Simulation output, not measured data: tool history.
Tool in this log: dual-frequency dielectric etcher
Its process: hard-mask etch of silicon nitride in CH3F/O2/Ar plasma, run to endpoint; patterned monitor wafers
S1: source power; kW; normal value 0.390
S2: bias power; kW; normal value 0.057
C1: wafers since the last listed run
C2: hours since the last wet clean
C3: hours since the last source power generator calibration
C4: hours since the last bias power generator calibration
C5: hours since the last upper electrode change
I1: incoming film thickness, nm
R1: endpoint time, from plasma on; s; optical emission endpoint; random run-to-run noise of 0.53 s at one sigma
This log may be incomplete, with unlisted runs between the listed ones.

run	hour	S1	S2	C1	C2	C3	C4	C5	I1	R1
1	0.0	0.390	0.057	0	284.1	2853.5	4301.6	3636.0	52.2	88.5
2	16.8	0.390	0.057	226	300.9	2870.3	4318.4	3652.8	51.8	88.6
3	32.0	0.320	0.057	204	316.1	2885.5	4333.6	3668.0	51.7	96.3
4	38.5	0.320	0.057	87	322.6	2892.0	4340.1	3674.5	51.9	97.8
5	53.4	0.390	0.064	200	337.5	2906.9	4355.0	3689.4	51.7	88.5
6	60.1	0.390	0.064	90	344.2	2913.6	4361.7	3696.1	51.7	87.4
7	74.8	0.390	0.064	197	358.9	2928.3	4376.4	3710.8	51.9	87.9
8	125.3	0.390	0.057	679	409.4	2978.8	4426.9	3761.3	52.2	91.5
9	136.1	0.390	0.057	145	420.2	2989.6	4437.7	3772.1	52.1	90.7
# hour 175.0: wet clean of the chamber
# hour 180.2: source power generator calibrated
# hour 180.5: bias power generator calibrated
10	185.2	0.390	0.057	280	10.2	5.0	4.7	3821.2	51.6	86.7
11	191.7	0.390	0.057	87	16.7	11.5	11.2	3827.7	51.6	85.9
12	200.0	0.390	0.057	111	25.0	19.8	19.5	3836.0	51.8	84.8
13	212.4	0.360	0.057	166	37.4	32.2	31.9	3848.4	51.7	89.8
14	220.0	0.360	0.057	102	45.0	39.8	39.5	3856.0	51.9	88.9
15	226.1	0.430	0.044	82	51.1	45.9	45.6	3862.1	51.8	86.4
16	243.1	0.390	0.057	228	68.1	62.9	62.6	3879.1	51.5	86.7
17	249.6	0.440	0.057	87	74.6	69.4	69.1	3885.6	51.8	82.0
# hour 274.0: upper electrode replaced
18	274.5	0.390	0.057	12	99.5	94.3	94.0	0.5	51.8	88.0
19	275.5	0.450	0.052	13	100.5	95.3	95.0	1.5	52.4	84.9
20	285.4	0.460	0.070	133	110.4	105.2	104.9	11.4	51.9	77.0
21	299.5	0.480	0.063	189	124.5	119.3	119.0	25.5	51.8	77.6
22	310.3	0.430	0.044	145	135.3	130.1	129.8	36.3	52.6	88.9
23	316.6	0.390	0.047	84	141.6	136.4	136.1	42.6	52.3	90.2
24	328.8	0.420	0.048	164	153.8	148.6	148.3	54.8	51.8	87.0
25	345.6	0.480	0.053	226	170.6	165.4	165.1	71.6	51.8	81.0
26	359.7	0.490	0.052	189	184.7	179.5	179.2	85.7	52.4	81.8
27	370.9	0.340	0.057	150	195.9	190.7	190.4	96.9	51.9	94.2

For run 28, what comes out?
28	387.7	0.310	0.049	226	212.7	207.5	207.2	113.7	52.3	?

{"run 28": {"R1": 101.3}}
The same run, on a tool lacking any hidden state, would have yielded R1 98.5 s.
